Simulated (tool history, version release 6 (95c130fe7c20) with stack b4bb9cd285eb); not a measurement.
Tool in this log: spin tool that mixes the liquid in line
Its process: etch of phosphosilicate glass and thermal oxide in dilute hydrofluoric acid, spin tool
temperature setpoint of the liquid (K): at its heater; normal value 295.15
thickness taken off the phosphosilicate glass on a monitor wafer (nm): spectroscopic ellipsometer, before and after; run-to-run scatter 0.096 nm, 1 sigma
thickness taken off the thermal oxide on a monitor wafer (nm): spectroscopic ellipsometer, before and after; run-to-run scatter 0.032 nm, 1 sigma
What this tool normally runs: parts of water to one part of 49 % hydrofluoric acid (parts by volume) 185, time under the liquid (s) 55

run	day	temperature setpoint of the liquid (K)	parts of water to one part of 49 % hydrofluoric acid (parts by volume)	time under the liquid (s)	read-back film thickness of the phosphosilicate glass reference wafer, read on the same gauge (nm)	read-back film thickness of the thermal oxide reference wafer, read on the same gauge (nm)	thickness taken off the phosphosilicate glass on a monitor wafer (nm)	thickness taken off the thermal oxide on a monitor wafer (nm)
1	0.000	293.15	185	55	40.03	29.996	21.82	1.178
2	1.038	293.15	185	55	40.02	30.002	21.93	1.161
3	2.292	293.15	185	55	40.00	29.973	22.08	1.226
4	5.258	295.15	185	55	40.04	30.003	23.91	1.316
5	5.829	295.15	185	55	40.00	29.984	23.85	1.307
6	7.246	295.15	185	55	40.00	29.986	24.13	1.320
7	8.667	295.15	185	55	40.03	29.996	24.12	1.280
8	9.296	295.15	185	55	39.97	30.049	24.15	1.341
# day 9.996: hydrofluoric acid flow meter replaced
9	10.462	295.15	185	55	40.06	29.966	23.43	1.304
10	10.983	295.15	185	50	40.01	29.994	21.22	1.129
11	14.338	295.15	185	55	40.00	29.987	23.74	1.222
# day 14.754: thermometer replaced
12	14.862	295.15	185	55	39.97	30.003	22.68	1.236
13	16.175	295.15	185	55	40.03	30.005	22.59	1.192
# day 16.712: gauge calibrated
14	16.821	295.15	255	55	39.98	30.016	15.34	0.839
15	18.238	295.15	255	55	39.99	29.998	15.48	0.872
16	19.700	295.15	185	25	40.06	30.007	10.47	0.570
17	20.296	298.65	185	30	40.01	29.995	14.33	0.771
18	21.500	295.15	185	70	40.03	29.999	29.36	1.641
19	22.908	295.15	185	80	40.03	30.014	33.85	1.838
20	23.642	295.15	105	70	39.99	30.000	56.91	3.155
21	25.050	296.65	210	55	39.99	30.049	21.13	1.148
22	26.350	298.15	120	85	39.98	30.015	67.11	3.781
23	26.933	295.15	185	55	39.96	30.027	23.54	1.258
24	27.496	295.15	185	55	40.01	30.001	23.47	1.297
25	29.025	295.15	185	20	39.98	30.016	8.57	0.469

What the log doesn't show, run by run:
gauge reads high (%): 0 on each run
H1: liquid hotter than its thermometer reads (K)
H2: hydrofluoric acid flow above the setpoint (%)
run	H1	H2
1	0.946	2.15
2	0.989	2.29
3	1.04	2.46
4	1.16	2.86
5	1.19	2.93
6	1.25	3.12
7	1.31	3.31
8	1.33	3.4
9	1.38	0.299
10	1.4	0.368
11	1.54	0.819
12	0.277	0.889
13	0.331	1.07
14	0.358	1.15
15	0.417	1.34
16	0.478	1.54
17	0.502	1.62
18	0.552	1.78
19	0.611	1.97
20	0.641	2.07
21	0.7	2.26
22	0.754	2.43
23	0.778	2.51
24	0.801	2.58
25	0.865	2.79
